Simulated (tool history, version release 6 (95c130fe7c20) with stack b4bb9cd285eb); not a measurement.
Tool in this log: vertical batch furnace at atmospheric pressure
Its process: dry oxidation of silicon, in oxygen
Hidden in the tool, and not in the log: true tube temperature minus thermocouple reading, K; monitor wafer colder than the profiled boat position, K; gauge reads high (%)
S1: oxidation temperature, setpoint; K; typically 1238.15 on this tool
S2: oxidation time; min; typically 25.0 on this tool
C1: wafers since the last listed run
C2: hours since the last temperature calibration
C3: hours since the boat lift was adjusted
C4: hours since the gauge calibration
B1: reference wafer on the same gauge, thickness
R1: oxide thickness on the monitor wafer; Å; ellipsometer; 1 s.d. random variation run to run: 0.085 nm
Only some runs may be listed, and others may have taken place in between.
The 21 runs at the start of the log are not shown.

| run | day | S1 | S2 | C1 | C2 | C3 | C4 | B1 | R1 |
|---|---|---|---|---|---|---|---|---|---|
| 22 | 43.117 | 1247.15 | 36.5 | 875 | 44.5 | 615.3 | 1335.3 | 48.50 | 627.6 |
| 23 | 45.383 | 1220.15 | 21.5 | 1082 | 98.9 | 669.7 | 1389.7 | 48.49 | 537.0 |
| 24 | 47.833 | 1238.15 | 25.0 | 1169 | 157.7 | 728.5 | 1448.5 | 48.50 | 568.2 |
|  | 49.104 | gauge calibrated |
| 25 | 49.642 | 1218.15 | 33.5 | 863 | 201.1 | 771.9 | 12.9 | 48.50 | 574.7 |
| 26 | 51.012 | 1238.15 | 25.0 | 654 | 234.0 | 804.8 | 45.8 | 48.52 | 568.9 |
| 27 | 53.596 | 1226.15 | 13.5 | 1233 | 296.0 | 866.8 | 107.8 | 48.50 | 513.4 |
| 28 | 55.267 | 1224.15 | 20.0 | 797 | 336.1 | 906.9 | 147.9 | 48.48 | 536.4 |
| 29 | 56.525 | 1238.15 | 25.0 | 600 | 366.3 | 937.1 | 178.1 | 48.50 | 569.3 |
| 30 | 58.167 | 1228.15 | 12.5 | 783 | 405.7 | 976.5 | 217.5 | 48.50 | 510.7 |
| 31 | 60.425 | 1257.15 | 32.5 | 1078 | 459.9 | 1030.7 | 271.7 | 48.48 | 629.5 |
| 32 | 62.004 | 1257.15 | 30.5 | 753 | 497.8 | 1068.6 | 309.6 | 48.50 | 618.8 |
| 33 | 63.346 | 1254.15 | 29.5 | 640 | 530.0 | 1100.8 | 341.8 | 48.50 | 609.1 |
| 34 | 65.425 | 1223.15 | 34.5 | 992 | 579.9 | 1150.7 | 391.7 | 48.50 | 587.1 |
| 35 | 67.608 | 1238.15 | 25.0 | 1042 | 632.3 | 1203.1 | 444.1 | 48.51 | 570.8 |
| 36 | 68.688 | 1238.15 | 25.0 | 515 | 658.2 | 1229.0 | 470.0 | 48.49 | 568.6 |
| 37 | 70.892 | 1259.15 | 19.5 | 1052 | 711.1 | 1281.9 | 522.9 | 48.51 | 565.9 |
| 38 | 72.400 | 1214.15 | 34.0 | 720 | 747.3 | 1318.1 | 559.1 | 48.51 | 573.0 |
| 39 | 75.029 | 1238.15 | 25.0 | 1255 | 810.4 | 1381.2 | 622.2 | 48.49 | 569.3 |
| 40 | 76.512 | 1221.15 | 35.0 | 708 | 846.0 | 1416.8 | 657.8 | 48.49 | 587.1 |

Consider 3 possible next runs. They are alternatives, not a sequence: every one starts from the tool as it was left by run 40. What does each give?
| A | 76.700 | 1238.15 | 25.0 | 89 | 850.5 | 1421.3 | 662.3 | ? | ? |
| B | 76.700 | 1254.15 | 32.0 | 89 | 850.5 | 1421.3 | 662.3 | ? | ? |
| C | 76.700 | 1225.15 | 35.5 | 89 | 850.5 | 1421.3 | 662.3 | ? | ? |

| run | B1 | R1 |
|---|---|---|
| A | 48.51 | 570.2 |
| B | 48.51 | 622.8 |
| C | 48.51 | 594.8 |
With no hidden state in the tool, these same runs would have given:
| run | R1 |
|---|---|
| A | 567.5 |
| B | 618.6 |
| C | 590.9 |

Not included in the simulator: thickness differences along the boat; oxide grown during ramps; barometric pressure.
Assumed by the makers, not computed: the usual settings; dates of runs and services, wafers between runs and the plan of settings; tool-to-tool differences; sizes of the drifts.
